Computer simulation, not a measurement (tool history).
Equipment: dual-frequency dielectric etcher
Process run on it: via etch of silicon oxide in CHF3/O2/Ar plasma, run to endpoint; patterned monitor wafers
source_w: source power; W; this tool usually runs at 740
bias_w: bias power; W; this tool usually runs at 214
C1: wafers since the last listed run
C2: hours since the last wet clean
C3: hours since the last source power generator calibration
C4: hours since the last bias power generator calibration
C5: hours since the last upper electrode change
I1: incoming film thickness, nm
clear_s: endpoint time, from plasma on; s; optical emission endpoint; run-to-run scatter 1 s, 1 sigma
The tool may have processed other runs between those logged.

Run 1, hour 0: usual settings; C1 0; C2 472.5; C3 3179.6; C4 1601.3; C5 2898.5; I1 808.4. Result: clear_s 327.7 s.
Run 2, hour 8.3: usual settings but bias_w 244 W; C1 22; C2 480.8; C3 3187.9; C4 1609.6; C5 2906.8; I1 814.3. Result: clear_s 316.2 s.
Run 3, hour 23.9: usual settings but source_w 830 W, bias_w 237 W; C1 43; C2 496.4; C3 3203.5; C4 1625.2; C5 2922.4; I1 822.9. Result: clear_s 305.6 s.
Run 4, hour 30.8: usual settings but source_w 830 W, bias_w 237 W; C1 19; C2 503.3; C3 3210.4; C4 1632.1; C5 2929.3; I1 808.9. Result: clear_s 301.5 s.
Run 5, hour 40.7: usual settings but source_w 830 W, bias_w 237 W; C1 27; C2 513.2; C3 3220.3; C4 1642; C5 2939.2; I1 818.6. Result: clear_s 305.5 s.
Run 6, hour 49.5: usual settings; C1 24; C2 522; C3 3229.1; C4 1650.8; C5 2948; I1 813. Result: clear_s 331.2 s.
Run 7, hour 61.8: usual settings; C1 33; C2 534.3; C3 3241.4; C4 1663.1; C5 2960.3; I1 804.6. Result: clear_s 328.1 s.
At hour 70.8: source power generator calibrated.
Run 8, hour 79.5: usual settings; C1 37; C2 552; C3 8.7; C4 1680.8; C5 2978; I1 810.8. Result: clear_s 330.1 s.
Run 9, hour 89.4: usual settings; C1 27; C2 561.9; C3 18.6; C4 1690.7; C5 2987.9; I1 818.1. Result: clear_s 334.3 s.
Run 10, hour 103.5: usual settings but source_w 620 W; C1 38; C2 576; C3 32.7; C4 1704.8; C5 3002; I1 817. Result: clear_s 359.6 s.
Run 11, hour 112.9: usual settings; C1 25; C2 585.4; C3 42.1; C4 1714.2; C5 3011.4; I1 806.5. Result: clear_s 330.1 s.
At hour 139.6: bias power generator calibrated.
At hour 145.8: wet clean of the chamber.
Run 12, hour 146.3: usual settings but bias_w 248 W; C1 64; C2 0.5; C3 75.5; C4 6.7; C5 3044.8; I1 809. Result: clear_s 300.4 s.
Run 13, hour 146.7: usual settings but source_w 880 W, bias_w 170 W; C1 1; C2 0.9; C3 75.9; C4 7.1; C5 3045.2; I1 811.1. Result: clear_s 323.7 s.
Run 14, hour 147.1: usual settings but source_w 900 W, bias_w 185 W; C1 1; C2 1.3; C3 76.3; C4 7.5; C5 3045.6; I1 812.2. Result: clear_s 309.9 s.
Run 15, hour 171.1: usual settings but bias_w 166 W; C1 66; C2 25.3; C3 100.3; C4 31.5; C5 3069.6; I1 812.1. Result: clear_s 351.6 s.
Run 16, hour 222: usual settings but source_w 830 W, bias_w 237 W; C1 140; C2 76.2; C3 151.2; C4 82.4; C5 3120.5; I1 816.7. Result: clear_s 294.9 s.
Run 17, hour 233.1: usual settings; C1 30; C2 87.3; C3 162.3; C4 93.5; C5 3131.6; I1 810.6. Result: clear_s 320.3 s.
At hour 259: upper electrode replaced.
Run 18, hour 259.5: usual settings but source_w 600 W, bias_w 182 W; C1 6; C2 113.7; C3 188.7; C4 119.9; C5 0.5; I1 815.7. Result: clear_s 378.7 s.
Run 19, hour 260: usual settings but source_w 860 W, bias_w 200 W; C1 1; C2 114.2; C3 189.2; C4 120.4; C5 1; I1 812.4. Result: clear_s 309 s.
Run 20, hour 264.6: usual settings but source_w 870 W, bias_w 235 W; C1 12; C2 118.8; C3 193.8; C4 125; C5 5.6; I1 806.3. Result: clear_s 288 s.
Run 21, hour 276.1: usual settings; C1 31; C2 130.3; C3 205.3; C4 136.5; C5 17.1; I1 815.7. Result: clear_s 322.9 s.
Run 22, hour 289.8: usual settings but source_w 910 W, bias_w 161 W; C1 37; C2 144; C3 219; C4 150.2; C5 30.8; I1 811.2. Result: clear_s 328.5 s.
Run 23, hour 299.2: usual settings but source_w 620 W, bias_w 249 W; C1 25; C2 153.4; C3 228.4; C4 159.6; C5 40.2; I1 815.9. Result: clear_s 329.9 s.

For run 24, what comes out?
Run 24, hour 311.1: usual settings; C1 32; C2 165.3; C3 240.3; C4 171.5; C5 52.1; I1 816.4. Result: clear_s ?.

clear_s: 323.9 s
Had the tool carried no hidden state, the very same run would have given clear_s 320.3 s.

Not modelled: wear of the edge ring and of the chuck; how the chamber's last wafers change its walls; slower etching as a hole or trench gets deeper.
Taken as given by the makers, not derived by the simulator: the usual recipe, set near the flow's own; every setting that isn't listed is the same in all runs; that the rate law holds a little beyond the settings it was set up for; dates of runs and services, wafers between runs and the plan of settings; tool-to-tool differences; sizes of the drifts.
